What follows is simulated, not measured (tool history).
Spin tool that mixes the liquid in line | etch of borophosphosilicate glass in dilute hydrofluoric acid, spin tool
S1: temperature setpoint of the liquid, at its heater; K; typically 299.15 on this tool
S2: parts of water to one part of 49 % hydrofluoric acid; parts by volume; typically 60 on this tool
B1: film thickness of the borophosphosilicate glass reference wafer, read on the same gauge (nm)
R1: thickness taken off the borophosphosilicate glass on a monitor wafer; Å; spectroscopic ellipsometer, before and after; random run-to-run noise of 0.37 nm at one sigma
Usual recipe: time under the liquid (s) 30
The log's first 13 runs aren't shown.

{"run": 14, "hour": 414.3, "S1": 299.15, "S2": 60, "time under the liquid (s)": 30, "B1": 50.01, "R1": 494.6}
{"run": 15, "hour": 441.7, "S1": 299.15, "S2": 60, "time under the liquid (s)": 30, "B1": 50, "R1": 507.6}
{"run": 16, "hour": 529.7, "S1": 299.15, "S2": 60, "time under the liquid (s)": 30, "B1": 49.98, "R1": 496.1}
{"run": 17, "hour": 547.4, "S1": 299.15, "S2": 60, "time under the liquid (s)": 30, "B1": 50, "R1": 510.1}
{"run": 18, "hour": 563.1, "S1": 299.15, "S2": 60, "time under the liquid (s)": 45, "B1": 50.01, "R1": 760.6}
{"run": 19, "hour": 580.6, "S1": 299.15, "S2": 60, "time under the liquid (s)": 30, "B1": 50.01, "R1": 503.9}
{"run": 20, "hour": 600.1, "S1": 299.15, "S2": 35, "time under the liquid (s)": 30, "B1": 50.01, "R1": 880.6}
{"run": 21, "hour": 612.6, "S1": 299.15, "S2": 60, "time under the liquid (s)": 30, "B1": 50.01, "R1": 503}
{"hour": 643.9, "done": "hydrofluoric acid flow meter replaced"}
{"run": 22, "hour": 675.5, "S1": 299.15, "S2": 60, "time under the liquid (s)": 30, "B1": 50, "R1": 500.9}
{"run": 23, "hour": 702.1, "S1": 302.15, "S2": 60, "time under the liquid (s)": 35, "B1": 49.99, "R1": 653}
{"run": 24, "hour": 735.6, "S1": 296.65, "S2": 45, "time under the liquid (s)": 45, "B1": 50, "R1": 928.8}
{"run": 25, "hour": 759.8, "S1": 303.15, "S2": 40, "time under the liquid (s)": 35, "B1": 50, "R1": 1049.3}
{"run": 26, "hour": 791.4, "S1": 299.15, "S2": 85, "time under the liquid (s)": 30, "B1": 49.98, "R1": 345.3}
{"run": 27, "hour": 819.1, "S1": 300.65, "S2": 35, "time under the liquid (s)": 30, "B1": 50.01, "R1": 940.7}
{"run": 28, "hour": 832.3, "S1": 299.15, "S2": 60, "time under the liquid (s)": 15, "B1": 49.98, "R1": 252.8}
{"run": 29, "hour": 858.7, "S1": 299.15, "S2": 60, "time under the liquid (s)": 20, "B1": 50, "R1": 335.5}

For run 30, what comes out?
{"run": 30, "hour": 881.1, "S1": 294.15, "S2": 80, "time under the liquid (s)": 15, "B1": "?", "R1": "?"}

B1: 50
R1: 150.6 Å
Were there no unlogged condition in the tool, this run, its random variation unchanged, would have produced R1 150.6 Å.
